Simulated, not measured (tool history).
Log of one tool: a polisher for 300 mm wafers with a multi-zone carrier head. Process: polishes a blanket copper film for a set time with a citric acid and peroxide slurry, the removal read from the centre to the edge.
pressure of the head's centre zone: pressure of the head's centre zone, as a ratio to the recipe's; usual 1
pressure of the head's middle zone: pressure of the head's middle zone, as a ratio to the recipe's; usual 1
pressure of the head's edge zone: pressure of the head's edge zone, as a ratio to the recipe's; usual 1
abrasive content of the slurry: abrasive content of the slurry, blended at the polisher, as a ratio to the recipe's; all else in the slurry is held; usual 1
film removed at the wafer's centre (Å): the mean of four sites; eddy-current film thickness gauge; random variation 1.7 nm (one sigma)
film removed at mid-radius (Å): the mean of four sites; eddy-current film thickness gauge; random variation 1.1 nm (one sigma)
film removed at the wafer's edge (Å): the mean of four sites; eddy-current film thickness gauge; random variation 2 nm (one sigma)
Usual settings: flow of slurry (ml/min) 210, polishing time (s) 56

run	hour	flow of slurry (ml/min)	pressure of the head's centre zone	pressure of the head's middle zone	pressure of the head's edge zone	abrasive content of the slurry	polishing time (s)	wafers since the last listed run	wafers polished on this pad	hours since the slurry nozzle was cleaned	hours since the centre zone pressure was calibrated	hours since the edge zone pressure was calibrated	hours since the carrier head's membrane was replaced	incoming thickness of the incoming film, nm	film removed at the wafer's centre (Å)	film removed at mid-radius (Å)	film removed at the wafer's edge (Å)
1	0	210	1	1.04	1	1	56	0	2665	497.8	314.9	633.1	1446.5	1286.3	1433	1484	1501
# hour 37.1: edge zone pressure recalibrated
# hour 65: worn pad replaced by a new one
# hour 76.3: slurry nozzle cleaned
2	107.7	210	1	1.04	1	1	56	759	314	31.4	422.6	70.6	1554.2	1281.9	1496	1574	1561
3	155.9	210	1	1	1	1	56	363	677	79.6	470.8	118.8	1602.4	1270.5	1493	1517	1584
4	244	210	1	1	1	1	56	664	1342	167.7	558.9	206.9	1690.5	1282.5	1448	1487	1539
5	304.5	210	1	1	1	1	56	456	1798	228.2	619.4	267.4	1751	1279.8	1444	1484	1527
6	401.6	210	1	1	1	1	56	732	2530	325.3	716.5	364.5	1848.1	1266.4	1452	1471	1531
7	453.7	210	1	1	1	1	56	392	2923	377.4	768.6	416.6	1900.2	1271	1456	1452	1505
8	495.8	210	1	1	1	1	56	317	3241	419.5	810.7	458.7	1942.3	1268.1	1426	1464	1500
# hour 535.1: worn pad replaced by a new one
9	558	210	1.06	1	0.91	1	56	438	172	481.7	872.9	520.9	2004.5	1262.6	1475	1458	1441
# hour 575.7: carrier head's membrane replaced by a new one
10	597.6	210	1	1	1	1	56	260	433	521.3	912.5	560.5	21.9	1286.5	1429	1440	1492
# hour 605.8: centre zone pressure recalibrated
# hour 653.7: edge zone pressure recalibrated
# hour 701.8: slurry nozzle cleaned
11	702.3	210	1	1	1	1	56	751	1185	0.5	96.5	48.6	126.6	1282.9	1541	1532	1598
12	770.2	210	1	1	1	1	56	512	1697	68.4	164.4	116.5	194.5	1278.4	1530	1508	1551
# hour 1011.1: worn pad replaced by a new one
13	1084.8	210	0.92	1	1.07	1.15	56	2342	555	383	479	431.1	509.1	1289	1431	1533	1617
14	1186.7	210	1	1	0.9	1	56	768	1324	484.9	580.9	533	611	1285	1461	1464	1429
# hour 1205.8: edge zone pressure recalibrated
# hour 1238: slurry nozzle cleaned
15	1274.9	210	1	1	1	1.2	46	642	1966	36.9	669.1	69.1	699.2	1276.1	1323	1340	1342
16	1360.9	210	1.07	1	1	1.2	56	648	2615	122.9	755.1	155.1	785.2	1253.7	1622	1566	1642
# hour 1387.3: worn pad replaced by a new one
# hour 1429.9: centre zone pressure recalibrated
17	1438.9	210	1	1	0.89	0.75	68	542	373	200.9	9	233.1	863.2	1278.1	1654	1675	1613
18	1520.5	210	1.08	1	1	1	46	615	989	282.5	90.6	314.7	944.8	1282.6	1268	1227	1234
19	1627.9	210	1	1	1	1.2	56	809	1799	389.9	198	422.1	1052.2	1259.7	1513	1563	1579
20	1723.1	210	1	1	1	1.1	56	717	2517	485.1	293.2	517.3	1147.4	1277	1479	1513	1543
# hour 1775: worn pad replaced by a new one
21	1792.6	210	1	1	0.89	1	56	493	132	554.6	362.7	586.8	1216.9	1290.7	1423	1466	1428
# hour 1800.3: edge zone pressure recalibrated
# hour 1816.8: slurry nozzle cleaned
22	1890.9	235	0.96	1.04	1	1	40	718	851	74.1	461	90.6	1315.2	1256.7	1070	1142	1122

Forecast each of these 3 alternatives for the next run:
A	1891.3	210	1	1	1	1	56	3	854	74.5	461.4	91	1315.6	1280.4	?	?	?
B	1891.3	210	1	0.96	0.95	1	36	3	854	74.5	461.4	91	1315.6	1280.4	?	?	?
C	1891.3	210	0.95	0.88	0.93	0.9	56	3	854	74.5	461.4	91	1315.6	1280.4	?	?	?

run	film removed at the wafer's centre (Å)	film removed at mid-radius (Å)	film removed at the wafer's edge (Å)
A	1500	1511	1520
B	964	952	954
C	1403	1376	1425
Without the tool's hidden state the same runs would have given:
run	film removed at the wafer's centre (Å)	film removed at mid-radius (Å)	film removed at the wafer's edge (Å)
A	1535	1543	1544
B	987	972	969
C	1436	1405	1447
